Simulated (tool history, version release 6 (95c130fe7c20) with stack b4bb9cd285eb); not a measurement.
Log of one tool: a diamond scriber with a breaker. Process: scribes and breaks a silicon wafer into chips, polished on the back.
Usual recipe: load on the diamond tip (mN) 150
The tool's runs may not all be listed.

run	hour	load on the diamond tip (mN)	incoming depth of the damage left on the back of the incoming wafer, um	depth of the median crack under the scribed line (um)	chips rejected at inspection after the break (%)
1	0	120	0.01	8.08	4.42
2	21.4	120	0.03	8.12	4.59
3	52.4	120	0.02	7.62	5.61
4	66.5	161	0.02	9.51	1.16
5	94.9	161	0.03	9.29	1.17
6	117.4	161	0.03	9.23	1.31
7	149	181	0.04	9.84	1
8	177.7	150	0.01	8.57	2.32
# hour 189.5: load on the tip recalibrated
9	209	150	0.02	8.42	2.72
10	225.6	150	0.04	8.18	3.24
11	256.3	134	0.04	8	5.84
12	279.2	109	0.03	6.73	12.06
13	295.7	132	0.04	7.44	7.49
# hour 299.9: diamond tip replaced by a new one, of another model than before
14	329.4	189	0.05	10.21	1.51
15	347.4	178	0.02	10.46	1.34
16	381.6	161	0.05	9.98	1.1
17	409.3	116	0.04	8.97	1.58
18	427	166	0.02	9.93	1.18
19	460.5	179	0.02	10.24	1.29

Forecast run 20:
20	493.7	150	0.05	?	?

{"run 20": {"depth of the median crack under the scribed line (um)": 9.63, "chips rejected at inspection after the break (%)": 1.03}}
On a tool with no hidden condition, and with the same random variation, this run would have come out at depth of the median crack under the scribed line (um) 9.82, chips rejected at inspection after the break (%) 0.99.

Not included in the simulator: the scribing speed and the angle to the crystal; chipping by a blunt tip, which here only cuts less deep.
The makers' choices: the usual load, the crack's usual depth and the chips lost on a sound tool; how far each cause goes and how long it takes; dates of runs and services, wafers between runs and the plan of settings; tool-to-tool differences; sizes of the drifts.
